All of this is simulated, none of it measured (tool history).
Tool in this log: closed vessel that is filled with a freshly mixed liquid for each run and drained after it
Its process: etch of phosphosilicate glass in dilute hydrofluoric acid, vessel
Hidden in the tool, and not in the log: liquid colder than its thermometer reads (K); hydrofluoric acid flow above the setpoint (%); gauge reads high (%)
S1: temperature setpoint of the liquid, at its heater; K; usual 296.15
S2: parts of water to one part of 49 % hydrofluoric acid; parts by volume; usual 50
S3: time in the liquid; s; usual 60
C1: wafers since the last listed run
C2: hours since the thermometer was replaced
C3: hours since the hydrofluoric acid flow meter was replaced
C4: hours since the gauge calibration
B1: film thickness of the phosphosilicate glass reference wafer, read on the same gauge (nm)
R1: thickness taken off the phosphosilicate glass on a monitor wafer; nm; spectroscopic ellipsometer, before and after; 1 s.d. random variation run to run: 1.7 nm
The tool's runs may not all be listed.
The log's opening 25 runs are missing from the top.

Run 26, day 58.200: usual settings but S2 70 parts by volume; C1 6239; C2 258.2; C3 68.8; C4 348.4; B1 78.90. Result: R1 124.02 nm.
Run 27, day 59.950: usual settings but S2 35 parts by volume, S3 80 s; C1 5672; C2 300.2; C3 110.8; C4 390.4; B1 78.74. Result: R1 341.64 nm.
Run 28, day 61.146: usual settings; C1 3875; C2 328.9; C3 139.5; C4 419.1; B1 78.64. Result: R1 178.25 nm.
Run 29, day 63.488: usual settings but S1 300.65 K, S3 85 s; C1 7589; C2 385.1; C3 195.7; C4 475.3; B1 78.48. Result: R1 295.78 nm.
Run 30, day 66.383: usual settings but S1 300.15 K, S2 65 parts by volume, S3 80 s; C1 9386; C2 454.6; C3 265.2; C4 544.8; B1 78.23. Result: R1 205.93 nm.
Run 31, day 69.254: usual settings; C1 9305; C2 523.5; C3 334.1; C4 613.7; B1 78.00. Result: R1 175.11 nm.
Run 32, day 71.258: usual settings but S1 299.65 K; C1 6495; C2 571.6; C3 382.2; C4 661.8; B1 77.87. Result: R1 201.11 nm.
Run 33, day 72.558: usual settings; C1 4213; C2 602.8; C3 413.4; C4 693.0; B1 77.74. Result: R1 175.47 nm.

Here are 3 independent what-if runs from the current tool condition. What would each one return?
Run A, day 72.588: usual settings; C1 94; C2 603.5; C3 414.1; C4 693.7; B1 ?. Result: R1 ?.
Run B, day 72.588: usual settings but S1 300.15 K, S2 60 parts by volume; C1 94; C2 603.5; C3 414.1; C4 693.7; B1 ?. Result: R1 ?.
Run C, day 72.588: usual settings but S1 300.15 K, S3 40 s; C1 94; C2 603.5; C3 414.1; C4 693.7; B1 ?. Result: R1 ?.

run     B1      R1
  A  77.79  174.03
  B  77.79  168.35
  C  77.79  136.60
Had the tool no hidden state, the same runs would have come out as:
run      R1
  A  179.04
  B  173.20
  C  140.54
